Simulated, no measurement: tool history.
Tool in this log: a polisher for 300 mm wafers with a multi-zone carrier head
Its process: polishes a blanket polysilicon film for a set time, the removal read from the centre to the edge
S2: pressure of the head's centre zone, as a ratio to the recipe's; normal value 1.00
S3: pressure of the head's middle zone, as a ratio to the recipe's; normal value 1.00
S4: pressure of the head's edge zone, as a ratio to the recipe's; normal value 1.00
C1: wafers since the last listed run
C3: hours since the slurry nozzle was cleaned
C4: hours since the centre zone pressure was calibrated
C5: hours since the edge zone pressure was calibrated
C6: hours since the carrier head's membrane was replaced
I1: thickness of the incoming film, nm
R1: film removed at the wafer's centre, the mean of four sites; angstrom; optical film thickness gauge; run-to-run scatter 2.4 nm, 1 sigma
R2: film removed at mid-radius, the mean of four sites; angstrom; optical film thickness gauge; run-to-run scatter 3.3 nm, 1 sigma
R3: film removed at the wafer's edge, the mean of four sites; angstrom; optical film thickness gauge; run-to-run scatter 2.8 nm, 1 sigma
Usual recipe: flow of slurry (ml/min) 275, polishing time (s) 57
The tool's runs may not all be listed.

{"run": 1, "hour": 0.0, "flow of slurry (ml/min)": 230, "S2": 1.0, "S3": 1.0, "S4": 1.0, "polishing time (s)": 57, "C1": 0, "wafers polished on this pad": 3578, "C3": 227.6, "C4": 1130.6, "C5": 466.6, "C6": 281.7, "I1": 1934.8, "R1": 3356, "R2": 3198, "R3": 3239}
{"hour": 23.3, "done": "centre zone pressure recalibrated"}
{"run": 2, "hour": 39.4, "flow of slurry (ml/min)": 275, "S2": 1.0, "S3": 1.0, "S4": 1.0, "polishing time (s)": 57, "C1": 471, "wafers polished on this pad": 4050, "C3": 267.0, "C4": 16.1, "C5": 506.0, "C6": 321.1, "I1": 1921.5, "R1": 3317, "R2": 3310, "R3": 3265}
{"run": 3, "hour": 118.4, "flow of slurry (ml/min)": 210, "S2": 1.07, "S3": 1.0, "S4": 1.0, "polishing time (s)": 57, "C1": 996, "wafers polished on this pad": 5046, "C3": 346.0, "C4": 95.1, "C5": 585.0, "C6": 400.1, "I1": 1917.3, "R1": 3334, "R2": 3120, "R3": 3140}
{"run": 4, "hour": 215.2, "flow of slurry (ml/min)": 275, "S2": 1.0, "S3": 1.0, "S4": 1.0, "polishing time (s)": 57, "C1": 1220, "wafers polished on this pad": 6266, "C3": 442.8, "C4": 191.9, "C5": 681.8, "C6": 496.9, "I1": 1944.7, "R1": 3340, "R2": 3368, "R3": 3279}
{"hour": 242.4, "done": "edge zone pressure recalibrated"}
{"run": 5, "hour": 290.9, "flow of slurry (ml/min)": 275, "S2": 1.04, "S3": 1.0, "S4": 1.05, "polishing time (s)": 76, "C1": 929, "wafers polished on this pad": 7195, "C3": 518.5, "C4": 267.6, "C5": 48.5, "C6": 572.6, "I1": 1934.7, "R1": 4659, "R2": 4466, "R3": 4528}
{"hour": 388.9, "done": "carrier head's membrane replaced by a new one"}
{"run": 6, "hour": 395.3, "flow of slurry (ml/min)": 275, "S2": 0.92, "S3": 1.07, "S4": 1.0, "polishing time (s)": 39, "C1": 1253, "wafers polished on this pad": 8449, "C3": 622.9, "C4": 372.0, "C5": 152.9, "C6": 6.4, "I1": 1927.5, "R1": 2166, "R2": 2431, "R3": 2283}
{"hour": 452.4, "done": "slurry nozzle cleaned"}
{"hour": 484.9, "done": "worn pad replaced by a new one"}
{"run": 7, "hour": 488.5, "flow of slurry (ml/min)": 230, "S2": 1.0, "S3": 1.0, "S4": 1.0, "polishing time (s)": 57, "C1": 1112, "wafers polished on this pad": 45, "C3": 36.1, "C4": 465.2, "C5": 246.1, "C6": 99.6, "I1": 1929.2, "R1": 3291, "R2": 3230, "R3": 3235}
{"run": 8, "hour": 536.7, "flow of slurry (ml/min)": 195, "S2": 1.0, "S3": 1.0, "S4": 1.0, "polishing time (s)": 57, "C1": 607, "wafers polished on this pad": 653, "C3": 84.3, "C4": 513.4, "C5": 294.3, "C6": 147.8, "I1": 1933.8, "R1": 3144, "R2": 3076, "R3": 3147}
{"run": 9, "hour": 620.8, "flow of slurry (ml/min)": 275, "S2": 1.0, "S3": 1.0, "S4": 1.0, "polishing time (s)": 57, "C1": 1060, "wafers polished on this pad": 1713, "C3": 168.4, "C4": 597.5, "C5": 378.4, "C6": 231.9, "I1": 1936.8, "R1": 3445, "R2": 3352, "R3": 3354}
{"hour": 924.5, "done": "edge zone pressure recalibrated"}
{"run": 10, "hour": 940.9, "flow of slurry (ml/min)": 245, "S2": 0.91, "S3": 1.0, "S4": 1.0, "polishing time (s)": 65, "C1": 4010, "wafers polished on this pad": 5724, "C3": 488.5, "C4": 917.6, "C5": 16.4, "C6": 552.0, "I1": 1961.7, "R1": 3580, "R2": 3725, "R3": 3702}
{"run": 11, "hour": 1014.3, "flow of slurry (ml/min)": 275, "S2": 0.95, "S3": 1.09, "S4": 1.0, "polishing time (s)": 44, "C1": 925, "wafers polished on this pad": 6649, "C3": 561.9, "C4": 991.0, "C5": 89.8, "C6": 625.4, "I1": 1928.8, "R1": 2548, "R2": 2830, "R3": 2592}
{"run": 12, "hour": 1059.3, "flow of slurry (ml/min)": 230, "S2": 0.9, "S3": 1.0, "S4": 1.0, "polishing time (s)": 57, "C1": 567, "wafers polished on this pad": 7217, "C3": 606.9, "C4": 1036.0, "C5": 134.8, "C6": 670.4, "I1": 1959.2, "R1": 3105, "R2": 3244, "R3": 3205}
{"hour": 1077.4, "done": "carrier head's membrane replaced by a new one"}
{"hour": 1101.6, "done": "centre zone pressure recalibrated"}
{"hour": 1107.3, "done": "slurry nozzle cleaned"}
{"run": 13, "hour": 1156.4, "flow of slurry (ml/min)": 275, "S2": 1.0, "S3": 1.0, "S4": 0.93, "polishing time (s)": 57, "C1": 1123, "wafers polished on this pad": 8340, "C3": 49.1, "C4": 54.8, "C5": 231.9, "C6": 79.0, "I1": 1931.3, "R1": 3271, "R2": 3294, "R3": 3167}
{"hour": 1181.2, "done": "worn pad replaced by a new one"}
{"run": 14, "hour": 1255.3, "flow of slurry (ml/min)": 275, "S2": 1.0, "S3": 1.0, "S4": 1.0, "polishing time (s)": 57, "C1": 1196, "wafers polished on this pad": 934, "C3": 148.0, "C4": 153.7, "C5": 330.8, "C6": 177.9, "I1": 1906.9, "R1": 3286, "R2": 3367, "R3": 3265}
{"run": 15, "hour": 1474.8, "flow of slurry (ml/min)": 225, "S2": 1.0, "S3": 1.0, "S4": 1.0, "polishing time (s)": 57, "C1": 2767, "wafers polished on this pad": 3701, "C3": 367.5, "C4": 373.2, "C5": 550.3, "C6": 397.4, "I1": 1928.6, "R1": 3216, "R2": 3205, "R3": 3224}
{"run": 16, "hour": 1559.0, "flow of slurry (ml/min)": 275, "S2": 1.0, "S3": 1.0, "S4": 1.0, "polishing time (s)": 57, "C1": 1061, "wafers polished on this pad": 4763, "C3": 451.7, "C4": 457.4, "C5": 634.5, "C6": 481.6, "I1": 1908.5, "R1": 3386, "R2": 3361, "R3": 3322}
{"hour": 1563.1, "done": "edge zone pressure recalibrated"}
{"run": 17, "hour": 1597.8, "flow of slurry (ml/min)": 275, "S2": 1.0, "S3": 1.0, "S4": 1.08, "polishing time (s)": 57, "C1": 463, "wafers polished on this pad": 5227, "C3": 490.5, "C4": 496.2, "C5": 34.7, "C6": 520.4, "I1": 1887.1, "R1": 3382, "R2": 3366, "R3": 3473}
{"run": 18, "hour": 1672.5, "flow of slurry (ml/min)": 250, "S2": 1.0, "S3": 0.94, "S4": 1.0, "polishing time (s)": 57, "C1": 941, "wafers polished on this pad": 6169, "C3": 565.2, "C4": 570.9, "C5": 109.4, "C6": 595.1, "I1": 1923.6, "R1": 3315, "R2": 3122, "R3": 3304}
{"run": 19, "hour": 1752.3, "flow of slurry (ml/min)": 195, "S2": 1.0, "S3": 1.0, "S4": 1.11, "polishing time (s)": 57, "C1": 1006, "wafers polished on this pad": 7175, "C3": 645.0, "C4": 650.7, "C5": 189.2, "C6": 674.9, "I1": 1924.1, "R1": 3165, "R2": 3146, "R3": 3338}
{"hour": 1759.0, "done": "carrier head's membrane replaced by a new one"}
{"run": 20, "hour": 1794.1, "flow of slurry (ml/min)": 275, "S2": 1.0, "S3": 1.0, "S4": 1.09, "polishing time (s)": 57, "C1": 463, "wafers polished on this pad": 7639, "C3": 686.8, "C4": 692.5, "C5": 231.0, "C6": 35.1, "I1": 1941.5, "R1": 3463, "R2": 3336, "R3": 3421}
{"hour": 1823.0, "done": "slurry nozzle cleaned"}
{"hour": 1834.7, "done": "worn pad replaced by a new one"}
{"run": 21, "hour": 1840.1, "flow of slurry (ml/min)": 275, "S2": 1.0, "S3": 1.0, "S4": 1.0, "polishing time (s)": 57, "C1": 516, "wafers polished on this pad": 68, "C3": 17.1, "C4": 738.5, "C5": 277.0, "C6": 81.1, "I1": 1934.2, "R1": 3366, "R2": 3364, "R3": 3302}

What would each run have given without the hidden state, its run-to-run variation left as it was?
Unlogged tool condition in this case: removal rate lost through wear of the pad, %; slurry flow missing at the pad, %; deviation of the centre zone's pressure from its setpoint, %; deviation of the edge zone's pressure from its setpoint, %.
run=1 R1=3229
run=2 R1=3311
run=3 R1=3318
run=4 R1=3312
run=5 R1=4607
run=6 R1=2133
run=7 R1=3231
run=8 R1=3081
run=9 R1=3366
run=10 R1=3457
run=11 R1=2454
run=12 R1=2986
run=13 R1=3279
run=14 R1=3281
run=15 R1=3186
run=16 R1=3344
run=17 R1=3335
run=18 R1=3260
run=19 R1=3103
run=20 R1=3391
run=21 R1=3291
R2: within 1 angstrom of the measured result in every run.
R3: as measured in every run.
